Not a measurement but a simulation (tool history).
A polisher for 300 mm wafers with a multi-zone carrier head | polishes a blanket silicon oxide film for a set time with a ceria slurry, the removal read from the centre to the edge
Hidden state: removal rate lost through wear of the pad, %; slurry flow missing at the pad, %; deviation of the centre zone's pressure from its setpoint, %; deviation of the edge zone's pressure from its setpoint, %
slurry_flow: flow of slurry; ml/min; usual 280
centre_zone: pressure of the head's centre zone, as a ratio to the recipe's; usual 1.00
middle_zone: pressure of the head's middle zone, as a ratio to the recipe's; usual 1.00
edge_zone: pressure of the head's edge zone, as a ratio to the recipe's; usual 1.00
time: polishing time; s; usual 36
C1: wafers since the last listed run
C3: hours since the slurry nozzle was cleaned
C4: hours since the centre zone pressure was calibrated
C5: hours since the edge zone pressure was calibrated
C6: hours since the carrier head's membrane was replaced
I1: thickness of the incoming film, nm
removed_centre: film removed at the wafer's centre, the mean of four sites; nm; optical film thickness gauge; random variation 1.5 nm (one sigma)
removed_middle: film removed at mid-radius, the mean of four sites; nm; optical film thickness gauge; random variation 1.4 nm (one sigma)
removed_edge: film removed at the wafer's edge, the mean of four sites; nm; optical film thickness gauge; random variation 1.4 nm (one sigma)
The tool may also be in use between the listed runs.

run 1 hour=0.0 | slurry_flow=205 centre_zone=1.00 middle_zone=1.00 edge_zone=0.93 time=36 | C1=0 wafers_polished_on_this_pad=10227 C3=140.5 C4=33.4 C5=757.0 C6=446.6 | I1=815.6 | removed_centre=119.3 removed_middle=115.7 removed_edge=119.7
-- hour=54.1 edge zone pressure recalibrated
run 2 hour=69.3 | slurry_flow=205 centre_zone=1.05 middle_zone=1.00 edge_zone=1.00 time=32 | C1=1076 wafers_polished_on_this_pad=11304 C3=209.8 C4=102.7 C5=15.2 C6=515.9 | I1=817.6 | removed_centre=109.7 removed_middle=104.5 removed_edge=109.2
-- hour=97.8 worn pad replaced by a new one
-- hour=144.3 carrier head's membrane replaced by a new one
run 3 hour=164.7 | slurry_flow=350 centre_zone=1.10 middle_zone=1.05 edge_zone=1.00 time=48 | C1=1381 wafers_polished_on_this_pad=990 C3=305.2 C4=198.1 C5=110.6 C6=20.4 | I1=796.0 | removed_centre=184.2 removed_middle=178.1 removed_edge=169.3
run 4 hour=214.8 | slurry_flow=280 centre_zone=1.00 middle_zone=1.00 edge_zone=1.10 time=36 | C1=801 wafers_polished_on_this_pad=1791 C3=355.3 C4=248.2 C5=160.7 C6=70.5 | I1=806.2 | removed_centre=118.0 removed_middle=122.2 removed_edge=130.4
run 5 hour=279.4 | slurry_flow=280 centre_zone=1.09 middle_zone=1.00 edge_zone=1.00 time=36 | C1=1033 wafers_polished_on_this_pad=2824 C3=419.9 C4=312.8 C5=225.3 C6=135.1 | I1=820.1 | removed_centre=127.7 removed_middle=122.5 removed_edge=126.5
run 6 hour=363.0 | slurry_flow=280 centre_zone=1.00 middle_zone=1.00 edge_zone=1.00 time=36 | C1=1336 wafers_polished_on_this_pad=4161 C3=503.5 C4=396.4 C5=308.9 C6=218.7 | I1=804.8 | removed_centre=118.2 removed_middle=124.7 removed_edge=126.6
run 7 hour=428.4 | slurry_flow=280 centre_zone=1.09 middle_zone=1.00 edge_zone=1.00 time=36 | C1=1045 wafers_polished_on_this_pad=5207 C3=568.9 C4=461.8 C5=374.3 C6=284.1 | I1=803.7 | removed_centre=124.8 removed_middle=124.4 removed_edge=127.7
-- hour=493.1 slurry nozzle cleaned
run 8 hour=536.0 | slurry_flow=280 centre_zone=0.88 middle_zone=1.04 edge_zone=0.93 time=32 | C1=1704 wafers_polished_on_this_pad=6912 C3=42.9 C4=569.4 C5=481.9 C6=391.7 | I1=794.8 | removed_centre=89.2 removed_middle=116.3 removed_edge=107.9
-- hour=579.7 centre zone pressure recalibrated
run 9 hour=617.0 | slurry_flow=245 centre_zone=1.00 middle_zone=1.00 edge_zone=1.00 time=36 | C1=1263 wafers_polished_on_this_pad=8175 C3=123.9 C4=37.3 C5=562.9 C6=472.7 | I1=807.2 | removed_centre=119.3 removed_middle=121.8 removed_edge=125.6
run 10 hour=675.2 | slurry_flow=280 centre_zone=1.05 middle_zone=1.08 edge_zone=1.00 time=43 | C1=930 wafers_polished_on_this_pad=9106 C3=182.1 C4=95.5 C5=621.1 C6=530.9 | I1=828.4 | removed_centre=149.6 removed_middle=160.6 removed_edge=149.9
run 11 hour=721.4 | slurry_flow=215 centre_zone=1.00 middle_zone=0.92 edge_zone=1.11 time=36 | C1=738 wafers_polished_on_this_pad=9845 C3=228.3 C4=141.7 C5=667.3 C6=577.1 | I1=806.3 | removed_centre=116.6 removed_middle=110.9 removed_edge=128.8
-- hour=775.4 carrier head's membrane replaced by a new one
run 12 hour=784.4 | slurry_flow=355 centre_zone=1.00 middle_zone=1.00 edge_zone=1.00 time=49 | C1=927 wafers_polished_on_this_pad=10772 C3=291.3 C4=204.7 C5=730.3 C6=9.0 | I1=801.6 | removed_centre=163.7 removed_middle=172.9 removed_edge=171.1
-- hour=820.3 worn pad replaced by a new one
run 13 hour=870.3 | slurry_flow=315 centre_zone=1.06 middle_zone=1.00 edge_zone=0.94 time=36 | C1=1309 wafers_polished_on_this_pad=798 C3=377.2 C4=290.6 C5=816.2 C6=94.9 | I1=819.8 | removed_centre=124.5 removed_middle=123.0 removed_edge=126.6
-- hour=899.1 edge zone pressure recalibrated
run 14 hour=967.9 | slurry_flow=280 centre_zone=1.00 middle_zone=1.07 edge_zone=1.00 time=36 | C1=1528 wafers_polished_on_this_pad=2327 C3=474.8 C4=388.2 C5=68.8 C6=192.5 | I1=800.6 | removed_centre=116.4 removed_middle=129.2 removed_edge=125.6
run 15 hour=1025.3 | slurry_flow=280 centre_zone=1.00 middle_zone=0.93 edge_zone=1.00 time=36 | C1=917 wafers_polished_on_this_pad=3245 C3=532.2 C4=445.6 C5=126.2 C6=249.9 | I1=816.0 | removed_centre=112.1 removed_middle=119.0 removed_edge=126.6
run 16 hour=1081.5 | slurry_flow=280 centre_zone=1.00 middle_zone=1.00 edge_zone=1.00 time=36 | C1=898 wafers_polished_on_this_pad=4144 C3=588.4 C4=501.8 C5=182.4 C6=306.1 | I1=820.4 | removed_centre=112.9 removed_middle=124.1 removed_edge=126.1
-- hour=1140.9 centre zone pressure recalibrated
run 17 hour=1171.9 | slurry_flow=355 centre_zone=1.00 middle_zone=1.00 edge_zone=1.00 time=49 | C1=1413 wafers_polished_on_this_pad=5558 C3=678.8 C4=31.0 C5=272.8 C6=396.5 | I1=799.8 | removed_centre=170.0 removed_middle=174.6 removed_edge=173.4
-- hour=1219.5 slurry nozzle cleaned
run 18 hour=1224.6 | slurry_flow=185 centre_zone=0.95 middle_zone=1.00 edge_zone=1.08 time=40 | C1=826 wafers_polished_on_this_pad=6384 C3=5.1 C4=83.7 C5=325.5 C6=449.2 | I1=810.7 | removed_centre=119.6 removed_middle=131.7 removed_edge=143.0
run 19 hour=1294.6 | slurry_flow=180 centre_zone=1.09 middle_zone=1.00 edge_zone=1.00 time=36 | C1=1119 wafers_polished_on_this_pad=7504 C3=75.1 C4=153.7 C5=395.5 C6=519.2 | I1=819.9 | removed_centre=121.7 removed_middle=115.1 removed_edge=121.8
run 20 hour=1398.2 | slurry_flow=280 centre_zone=1.08 middle_zone=1.03 edge_zone=1.00 time=36 | C1=1656 wafers_polished_on_this_pad=9160 C3=178.7 C4=257.3 C5=499.1 C6=622.8 | I1=808.5 | removed_centre=130.7 removed_middle=128.3 removed_edge=127.7
run 21 hour=1466.2 | slurry_flow=280 centre_zone=1.00 middle_zone=1.00 edge_zone=1.00 time=36 | C1=1087 wafers_polished_on_this_pad=10248 C3=246.7 C4=325.3 C5=567.1 C6=690.8 | I1=818.4 | removed_centre=116.4 removed_middle=124.7 removed_edge=127.1

Forecast each of these 5 alternatives for the next run:
run A hour=1466.6 | slurry_flow=280 centre_zone=1.00 middle_zone=1.00 edge_zone=1.00 time=36 | C1=6 wafers_polished_on_this_pad=10254 C3=247.1 C4=325.7 C5=567.5 C6=691.2 | I1=812.6 | removed_centre=? removed_middle=? removed_edge=?
run B hour=1466.6 | slurry_flow=280 centre_zone=1.00 middle_zone=1.00 edge_zone=1.03 time=36 | C1=6 wafers_polished_on_this_pad=10254 C3=247.1 C4=325.7 C5=567.5 C6=691.2 | I1=812.6 | removed_centre=? removed_middle=? removed_edge=?
run C hour=1466.6 | slurry_flow=280 centre_zone=0.92 middle_zone=0.96 edge_zone=0.95 time=41 | C1=6 wafers_polished_on_this_pad=10254 C3=247.1 C4=325.7 C5=567.5 C6=691.2 | I1=812.6 | removed_centre=? removed_middle=? removed_edge=?
run D hour=1466.6 | slurry_flow=280 centre_zone=0.92 middle_zone=1.00 edge_zone=1.00 time=36 | C1=6 wafers_polished_on_this_pad=10254 C3=247.1 C4=325.7 C5=567.5 C6=691.2 | I1=812.6 | removed_centre=? removed_middle=? removed_edge=?
run E hour=1466.6 | slurry_flow=185 centre_zone=1.00 middle_zone=1.06 edge_zone=1.00 time=40 | C1=6 wafers_polished_on_this_pad=10254 C3=247.1 C4=325.7 C5=567.5 C6=691.2 | I1=812.6 | removed_centre=? removed_middle=? removed_edge=?

run=A removed_centre=115.7 removed_middle=122.1 removed_edge=126.0
run=B removed_centre=115.7 removed_middle=122.1 removed_edge=127.7
run=C removed_centre=121.1 removed_middle=134.4 removed_edge=140.2
run=D removed_centre=106.3 removed_middle=122.1 removed_edge=126.0
run=E removed_centre=120.1 removed_middle=134.1 removed_edge=133.7
Without the tool's hidden state the same runs would have given:
run=A removed_centre=121.9 removed_middle=122.0 removed_edge=126.0
run=B removed_centre=121.9 removed_middle=122.0 removed_edge=127.7
run=C removed_centre=127.6 removed_middle=134.4 removed_edge=140.2
run=D removed_centre=112.1 removed_middle=122.1 removed_edge=126.0
run=E removed_centre=126.6 removed_middle=134.0 removed_edge=133.7
